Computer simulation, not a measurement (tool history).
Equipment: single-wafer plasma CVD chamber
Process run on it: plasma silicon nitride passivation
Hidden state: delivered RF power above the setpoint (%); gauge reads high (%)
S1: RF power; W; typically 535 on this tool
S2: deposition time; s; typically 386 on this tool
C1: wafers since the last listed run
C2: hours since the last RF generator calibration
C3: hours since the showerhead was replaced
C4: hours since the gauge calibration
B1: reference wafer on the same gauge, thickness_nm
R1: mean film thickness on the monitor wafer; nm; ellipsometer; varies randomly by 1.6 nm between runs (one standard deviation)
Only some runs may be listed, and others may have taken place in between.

{"run": 1, "hour": 0.0, "S1": 535, "S2": 386, "C1": 0, "C2": 1111.7, "C3": 2361.7, "C4": 810.6, "B1": 532.286, "R1": 584.43}
{"run": 2, "hour": 53.3, "S1": 535, "S2": 386, "C1": 254, "C2": 1165, "C3": 2415, "C4": 863.9, "B1": 532.9, "R1": 585.819}
{"run": 3, "hour": 77.4, "S1": 535, "S2": 386, "C1": 114, "C2": 1189.1, "C3": 2439.1, "C4": 888, "B1": 533.122, "R1": 581.669}
{"run": 4, "hour": 117.7, "S1": 535, "S2": 406, "C1": 192, "C2": 1229.4, "C3": 2479.4, "C4": 928.3, "B1": 533.408, "R1": 616.611}
{"run": 5, "hour": 165.3, "S1": 535, "S2": 406, "C1": 227, "C2": 1277, "C3": 2527, "C4": 975.9, "B1": 532.745, "R1": 610.548}
{"run": 6, "hour": 234.7, "S1": 490, "S2": 440, "C1": 331, "C2": 1346.4, "C3": 2596.4, "C4": 1045.3, "B1": 532.379, "R1": 652.782}
{"run": 7, "hour": 279.5, "S1": 490, "S2": 440, "C1": 213, "C2": 1391.2, "C3": 2641.2, "C4": 1090.1, "B1": 532.545, "R1": 651.97}
{"run": 8, "hour": 350.6, "S1": 490, "S2": 440, "C1": 339, "C2": 1462.3, "C3": 2712.3, "C4": 1161.2, "B1": 532.548, "R1": 652.141}
{"run": 9, "hour": 406.3, "S1": 485, "S2": 422, "C1": 265, "C2": 1518, "C3": 2768, "C4": 1216.9, "B1": 533.373, "R1": 624.342}
{"run": 10, "hour": 512.1, "S1": 485, "S2": 422, "C1": 504, "C2": 1623.8, "C3": 2873.8, "C4": 1322.7, "B1": 532.047, "R1": 620.682}
{"run": 11, "hour": 546.6, "S1": 485, "S2": 422, "C1": 164, "C2": 1658.3, "C3": 2908.3, "C4": 1357.2, "B1": 532.336, "R1": 623.763}
{"hour": 649.0, "done": "gauge calibrated"}
{"run": 12, "hour": 686.7, "S1": 535, "S2": 386, "C1": 668, "C2": 1798.4, "C3": 3048.4, "C4": 37.7, "B1": 532.771, "R1": 584.46}
{"run": 13, "hour": 753.4, "S1": 535, "S2": 386, "C1": 318, "C2": 1865.1, "C3": 3115.1, "C4": 104.4, "B1": 533.197, "R1": 583.05}
{"run": 14, "hour": 800.9, "S1": 465, "S2": 417, "C1": 226, "C2": 1912.6, "C3": 3162.6, "C4": 151.9, "B1": 533.362, "R1": 610.521}
{"run": 15, "hour": 868.5, "S1": 535, "S2": 431, "C1": 322, "C2": 1980.2, "C3": 3230.2, "C4": 219.5, "B1": 532.883, "R1": 650.066}
{"hour": 896.7, "done": "RF generator calibrated"}
{"run": 16, "hour": 916.3, "S1": 430, "S2": 346, "C1": 189, "C2": 19.6, "C3": 3278, "C4": 267.3, "B1": 532.808, "R1": 504.675}
{"run": 17, "hour": 963.1, "S1": 490, "S2": 423, "C1": 223, "C2": 66.4, "C3": 3324.8, "C4": 314.1, "B1": 533.219, "R1": 630.007}
{"run": 18, "hour": 995.2, "S1": 630, "S2": 435, "C1": 153, "C2": 98.5, "C3": 3356.9, "C4": 346.2, "B1": 533.268, "R1": 690.45}
{"hour": 1005.2, "done": "showerhead replaced"}
{"run": 19, "hour": 1044.1, "S1": 535, "S2": 386, "C1": 195, "C2": 147.4, "C3": 38.9, "C4": 395.1, "B1": 532.678, "R1": 588.221}
{"run": 20, "hour": 1085.1, "S1": 535, "S2": 445, "C1": 195, "C2": 188.4, "C3": 79.9, "C4": 436.1, "B1": 532.603, "R1": 676.617}
{"run": 21, "hour": 1147.1, "S1": 570, "S2": 366, "C1": 295, "C2": 250.4, "C3": 141.9, "C4": 498.1, "B1": 532.435, "R1": 566.288}
{"run": 22, "hour": 1172.6, "S1": 535, "S2": 424, "C1": 121, "C2": 275.9, "C3": 167.4, "C4": 523.6, "B1": 532.44, "R1": 646.044}
{"run": 23, "hour": 1206.2, "S1": 575, "S2": 366, "C1": 160, "C2": 309.5, "C3": 201, "C4": 557.2, "B1": 533.218, "R1": 564.616}
{"run": 24, "hour": 1275.2, "S1": 445, "S2": 316, "C1": 329, "C2": 378.5, "C3": 270, "C4": 626.2, "B1": 533.586, "R1": 458.99}
{"run": 25, "hour": 1304.0, "S1": 455, "S2": 439, "C1": 137, "C2": 407.3, "C3": 298.8, "C4": 655, "B1": 532.797, "R1": 643.016}
{"run": 26, "hour": 1345.9, "S1": 490, "S2": 365, "C1": 199, "C2": 449.2, "C3": 340.7, "C4": 696.9, "B1": 532.523, "R1": 544.46}
{"run": 27, "hour": 1380.5, "S1": 535, "S2": 386, "C1": 165, "C2": 483.8, "C3": 375.3, "C4": 731.5, "B1": 533.004, "R1": 588.452}
{"run": 28, "hour": 1430.0, "S1": 535, "S2": 386, "C1": 236, "C2": 533.3, "C3": 424.8, "C4": 781, "B1": 532.314, "R1": 585.475}
{"run": 29, "hour": 1460.4, "S1": 535, "S2": 386, "C1": 145, "C2": 563.7, "C3": 455.2, "C4": 811.4, "B1": 533.332, "R1": 587.521}

Here are 3 independent what-if runs from the current tool condition. What would each one return?
{"run": "A", "hour": 1460.9, "S1": 535, "S2": 386, "C1": 2, "C2": 564.2, "C3": 455.7, "C4": 811.9, "B1": "?", "R1": "?"}
{"run": "B", "hour": 1460.9, "S1": 535, "S2": 331, "C1": 2, "C2": 564.2, "C3": 455.7, "C4": 811.9, "B1": "?", "R1": "?"}
{"run": "C", "hour": 1460.9, "S1": 435, "S2": 315, "C1": 2, "C2": 564.2, "C3": 455.7, "C4": 811.9, "B1": "?", "R1": "?"}

run=A B1=532.037 R1=586.342
run=B B1=532.037 R1=502.796
run=C B1=532.037 R1=456.647
Take away the tool's hidden state, keep each run's random variation, and the runs would have read:
run=A R1=592.94
run=B R1=508.454
run=C R1=461.785

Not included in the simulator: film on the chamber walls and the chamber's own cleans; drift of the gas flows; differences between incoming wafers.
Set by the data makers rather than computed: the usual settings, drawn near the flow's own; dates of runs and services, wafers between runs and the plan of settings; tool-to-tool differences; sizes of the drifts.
